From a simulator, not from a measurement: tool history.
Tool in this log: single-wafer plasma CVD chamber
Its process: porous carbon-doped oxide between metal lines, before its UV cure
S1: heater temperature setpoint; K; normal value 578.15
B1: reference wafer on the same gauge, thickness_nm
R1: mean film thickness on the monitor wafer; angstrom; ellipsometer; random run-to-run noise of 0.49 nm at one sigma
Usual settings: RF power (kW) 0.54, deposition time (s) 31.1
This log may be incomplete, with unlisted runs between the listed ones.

{"run": 1, "hour": 0.0, "S1": 578.15, "RF power (kW)": 0.54, "deposition time (s)": 31.1, "B1": 155.126, "R1": 1757.31}
{"run": 2, "hour": 59.5, "S1": 578.15, "RF power (kW)": 0.54, "deposition time (s)": 31.1, "B1": 155.204, "R1": 1756.8}
{"run": 3, "hour": 122.3, "S1": 578.15, "RF power (kW)": 0.54, "deposition time (s)": 31.1, "B1": 155.186, "R1": 1751.52}
{"run": 4, "hour": 152.8, "S1": 583.15, "RF power (kW)": 0.54, "deposition time (s)": 31.1, "B1": 155.291, "R1": 1713.05}
{"hour": 217.9, "done": "gauge calibrated"}
{"run": 5, "hour": 219.2, "S1": 583.15, "RF power (kW)": 0.54, "deposition time (s)": 31.1, "B1": 154.707, "R1": 1695.27}
{"run": 6, "hour": 277.6, "S1": 583.15, "RF power (kW)": 0.54, "deposition time (s)": 31.1, "B1": 155.129, "R1": 1694.46}
{"run": 7, "hour": 395.6, "S1": 582.15, "RF power (kW)": 0.54, "deposition time (s)": 31.1, "B1": 155.145, "R1": 1691.88}
{"hour": 433.4, "done": "thermocouple changed; heater temperature recalibrated"}
{"run": 8, "hour": 460.6, "S1": 578.15, "RF power (kW)": 0.54, "deposition time (s)": 31.1, "B1": 154.901, "R1": 1680.52}
{"hour": 497.7, "done": "showerhead replaced"}
{"run": 9, "hour": 508.5, "S1": 578.15, "RF power (kW)": 0.54, "deposition time (s)": 31.1, "B1": 154.976, "R1": 1674.13}
{"hour": 562.2, "done": "RF generator calibrated"}
{"run": 10, "hour": 577.8, "S1": 565.15, "RF power (kW)": 0.54, "deposition time (s)": 25.1, "B1": 154.873, "R1": 1537.14}
{"run": 11, "hour": 605.0, "S1": 578.15, "RF power (kW)": 0.54, "deposition time (s)": 31.1, "B1": 154.959, "R1": 1748.77}
{"run": 12, "hour": 650.8, "S1": 570.15, "RF power (kW)": 0.51, "deposition time (s)": 25.5, "B1": 155.055, "R1": 1435.05}
{"hour": 667.5, "done": "gauge calibrated"}
{"run": 13, "hour": 684.7, "S1": 591.15, "RF power (kW)": 0.595, "deposition time (s)": 34, "B1": 155.18, "R1": 1936.82}
{"run": 14, "hour": 731.4, "S1": 578.15, "RF power (kW)": 0.54, "deposition time (s)": 31.1, "B1": 154.964, "R1": 1767.4}
{"run": 15, "hour": 766.8, "S1": 578.15, "RF power (kW)": 0.54, "deposition time (s)": 31.1, "B1": 155.006, "R1": 1768.61}
{"run": 16, "hour": 796.2, "S1": 578.15, "RF power (kW)": 0.615, "deposition time (s)": 34.4, "B1": 155.03, "R1": 2174.87}
{"run": 17, "hour": 887.9, "S1": 565.15, "RF power (kW)": 0.54, "deposition time (s)": 32.7, "B1": 155.059, "R1": 2005.1}
{"run": 18, "hour": 958.1, "S1": 578.15, "RF power (kW)": 0.48, "deposition time (s)": 35.3, "B1": 154.681, "R1": 1766.73}

Forecast each of these 3 alternatives for the next run:
{"run": "A", "hour": 958.5, "S1": 578.15, "RF power (kW)": 0.54, "deposition time (s)": 31.1, "B1": "?", "R1": "?"}
{"run": "B", "hour": 958.5, "S1": 564.15, "RF power (kW)": 0.54, "deposition time (s)": 31.1, "B1": "?", "R1": "?"}
{"run": "C", "hour": 958.5, "S1": 571.15, "RF power (kW)": 0.54, "deposition time (s)": 35.5, "B1": "?", "R1": "?"}

run=A B1=154.929 R1=1768.18
run=B B1=154.929 R1=1930.19
run=C B1=154.929 R1=2099.01
Without the tool's unlogged condition, the same runs would have read:
run=A R1=1749.05
run=B R1=1905.95
run=C R1=2074.5

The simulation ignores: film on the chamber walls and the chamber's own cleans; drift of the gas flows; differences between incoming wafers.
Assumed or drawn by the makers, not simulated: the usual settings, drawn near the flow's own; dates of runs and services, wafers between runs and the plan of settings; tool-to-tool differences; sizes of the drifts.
